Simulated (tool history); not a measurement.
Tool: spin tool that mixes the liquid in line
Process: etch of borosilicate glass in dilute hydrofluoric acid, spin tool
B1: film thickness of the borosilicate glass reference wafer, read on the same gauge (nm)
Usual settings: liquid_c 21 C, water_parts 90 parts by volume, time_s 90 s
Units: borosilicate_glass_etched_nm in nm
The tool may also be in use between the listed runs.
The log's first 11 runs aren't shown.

run 12 day=35.529 | liquid_c=18.5 water_parts=60 time_s=90 | B1=80.04 | borosilicate_glass_etched_nm=22.13
run 13 day=38.892 | liquid_c=18.5 water_parts=60 time_s=90 | B1=79.96 | borosilicate_glass_etched_nm=21.78
-- day=40.996 hydrofluoric acid flow meter replaced
run 14 day=41.712 | liquid_c=21 water_parts=90 time_s=90 | B1=79.99 | borosilicate_glass_etched_nm=15.3
run 15 day=45.05 | liquid_c=21 water_parts=90 time_s=90 | B1=79.99 | borosilicate_glass_etched_nm=15.35
run 16 day=47.175 | liquid_c=21 water_parts=110 time_s=90 | B1=79.98 | borosilicate_glass_etched_nm=12.29
run 17 day=48.958 | liquid_c=21 water_parts=90 time_s=45 | B1=80.04 | borosilicate_glass_etched_nm=7.61
run 18 day=51.892 | liquid_c=19.5 water_parts=65 time_s=115 | B1=80 | borosilicate_glass_etched_nm=25.48
run 19 day=55.338 | liquid_c=22.5 water_parts=120 time_s=105 | B1=80.01 | borosilicate_glass_etched_nm=13.53
run 20 day=57.071 | liquid_c=21 water_parts=90 time_s=135 | B1=79.97 | borosilicate_glass_etched_nm=23.04
-- day=58.612 thermometer replaced
run 21 day=60.421 | liquid_c=25 water_parts=45 time_s=105 | B1=79.99 | borosilicate_glass_etched_nm=46.8
run 22 day=64.862 | liquid_c=21 water_parts=90 time_s=90 | B1=80.03 | borosilicate_glass_etched_nm=16.02
run 23 day=67.692 | liquid_c=24 water_parts=90 time_s=90 | B1=79.99 | borosilicate_glass_etched_nm=18.03
-- day=67.946 gauge calibrated
run 24 day=69.475 | liquid_c=21 water_parts=90 time_s=90 | B1=79.98 | borosilicate_glass_etched_nm=15.83
run 25 day=72.738 | liquid_c=25.5 water_parts=50 time_s=90 | B1=80.02 | borosilicate_glass_etched_nm=35.57
run 26 day=75.192 | liquid_c=21 water_parts=115 time_s=75 | B1=79.99 | borosilicate_glass_etched_nm=10.03
run 27 day=76.754 | liquid_c=21 water_parts=90 time_s=90 | B1=80.04 | borosilicate_glass_etched_nm=15.51
run 28 day=79.312 | liquid_c=18 water_parts=115 time_s=110 | B1=80 | borosilicate_glass_etched_nm=12.7
run 29 day=82.588 | liquid_c=19 water_parts=115 time_s=55 | B1=80 | borosilicate_glass_etched_nm=6.63
-- day=83.321 hydrofluoric acid flow meter replaced
run 30 day=85.567 | liquid_c=21 water_parts=110 time_s=90 | B1=80.02 | borosilicate_glass_etched_nm=12.33
run 31 day=87.971 | liquid_c=17 water_parts=50 time_s=120 | B1=79.98 | borosilicate_glass_etched_nm=32.53
run 32 day=91.825 | liquid_c=24 water_parts=90 time_s=120 | B1=80.01 | borosilicate_glass_etched_nm=23.07
run 33 day=94.017 | liquid_c=18 water_parts=110 time_s=90 | B1=79.97 | borosilicate_glass_etched_nm=10.52
run 34 day=96.467 | liquid_c=21 water_parts=90 time_s=90 | B1=80.03 | borosilicate_glass_etched_nm=15.4

Forecast each of these 3 alternatives for the next run:
run A day=96.483 | liquid_c=21 water_parts=90 time_s=90 | B1=? | borosilicate_glass_etched_nm=?
run B day=96.483 | liquid_c=23 water_parts=75 time_s=60 | B1=? | borosilicate_glass_etched_nm=?
run C day=96.483 | liquid_c=21 water_parts=90 time_s=120 | B1=? | borosilicate_glass_etched_nm=?

run=A B1=80.01 borosilicate_glass_etched_nm=15.18
run=B B1=80.01 borosilicate_glass_etched_nm=13.43
run=C B1=80.01 borosilicate_glass_etched_nm=20.24
Without the tool's hidden state the same runs would have given:
run=A borosilicate_glass_etched_nm=16.57
run=B borosilicate_glass_etched_nm=14.65
run=C borosilicate_glass_etched_nm=22.1
